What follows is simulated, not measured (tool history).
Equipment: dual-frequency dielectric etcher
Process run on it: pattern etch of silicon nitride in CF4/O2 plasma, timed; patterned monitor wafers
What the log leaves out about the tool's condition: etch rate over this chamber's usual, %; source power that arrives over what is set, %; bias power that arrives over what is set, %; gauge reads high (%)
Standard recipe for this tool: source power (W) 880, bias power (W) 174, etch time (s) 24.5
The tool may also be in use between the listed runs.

run,hour,source power (W),bias power (W),etch time (s),wafers since the last listed run,hours since the last wet clean,hours since the last source power generator calibration,hours since the last bias power generator calibration,hours since the last upper electrode change,hours since the gauge calibration,"read-back reference wafer on the same gauge, depth_nm",mean etch depth across the wafer (Å)
1,0.0,880,174,24.5,0,4.6,1262.1,1683.0,2937.2,398.4,78.5,745
2,38.1,880,189,24.5,560,42.7,1300.2,1721.1,2975.3,436.5,78.7,758
3,124.0,880,174,24.5,1264,128.6,1386.1,1807.0,3061.2,522.4,78.6,731
4,190.8,880,174,24.5,983,195.4,1452.9,1873.8,3128.0,589.2,78.6,721
5,297.6,880,174,24.5,1572,302.2,1559.7,1980.6,3234.8,696.0,78.7,722
# hour 394.8: wet clean of the chamber
6,399.6,880,174,24.5,1148,4.8,1661.7,2082.6,3336.8,798.0,78.6,738
7,442.2,880,183,24.5,627,47.4,1704.3,2125.2,3379.4,840.6,78.6,751
8,581.7,760,174,24.5,2053,186.9,1843.8,2264.7,3518.9,980.1,78.6,646
# hour 622.7: source power generator calibrated
# hour 698.4: bias power generator calibrated
9,765.4,760,174,24.5,2586,370.6,142.7,67.0,3702.6,1163.8,78.7,633
# hour 774.8: gauge calibrated
# hour 810.5: wet clean of the chamber
10,826.4,830,174,24.5,544,15.9,203.7,128.0,3763.6,51.6,78.7,700
11,877.9,1080,193,20.0,758,67.4,255.2,179.5,3815.1,103.1,78.7,729
12,960.6,880,174,24.5,1217,150.1,337.9,262.2,3897.8,185.8,78.7,720
13,1007.6,880,174,24.5,691,197.1,384.9,309.2,3944.8,232.8,78.7,722
# hour 1056.5: upper electrode replaced
14,1057.0,1010,174,24.5,373,246.5,434.3,358.6,0.5,282.2,78.6,798
15,1094.1,880,174,24.5,546,283.6,471.4,395.7,37.6,319.3,78.6,712
16,1170.7,780,216,21.5,1127,360.2,548.0,472.3,114.2,395.9,78.6,609
# hour 1280.8: wet clean of the chamber
17,1281.3,1070,209,30.0,1275,0.5,658.6,582.9,224.8,506.5,78.7,1130
18,1369.0,1010,174,24.5,1291,88.2,746.3,670.6,312.5,594.2,78.7,825
19,1418.3,990,174,21.5,725,137.5,795.6,719.9,361.8,643.5,78.6,704
20,1496.7,750,174,24.5,1154,215.9,874.0,798.3,440.2,721.9,78.8,632

5 ways to go on from here, each from the tool as it stands after run 20. What would each give?
A,1497.1,880,174,24.5,5,216.3,874.4,798.7,440.6,722.3,?,?
B,1497.1,880,174,22.0,5,216.3,874.4,798.7,440.6,722.3,?,?
C,1497.1,950,217,28.5,5,216.3,874.4,798.7,440.6,722.3,?,?
D,1497.1,960,200,27.0,5,216.3,874.4,798.7,440.6,722.3,?,?
E,1497.1,1020,144,26.5,5,216.3,874.4,798.7,440.6,722.3,?,?

run,"read-back reference wafer on the same gauge, depth_nm",mean etch depth across the wafer (Å)
A,78.6,716
B,78.6,643
C,78.6,962
D,78.6,892
E,78.6,821
With no hidden state in the tool, these same runs would have given:
run,mean etch depth across the wafer (Å)
A,731
B,656
C,982
D,911
E,838
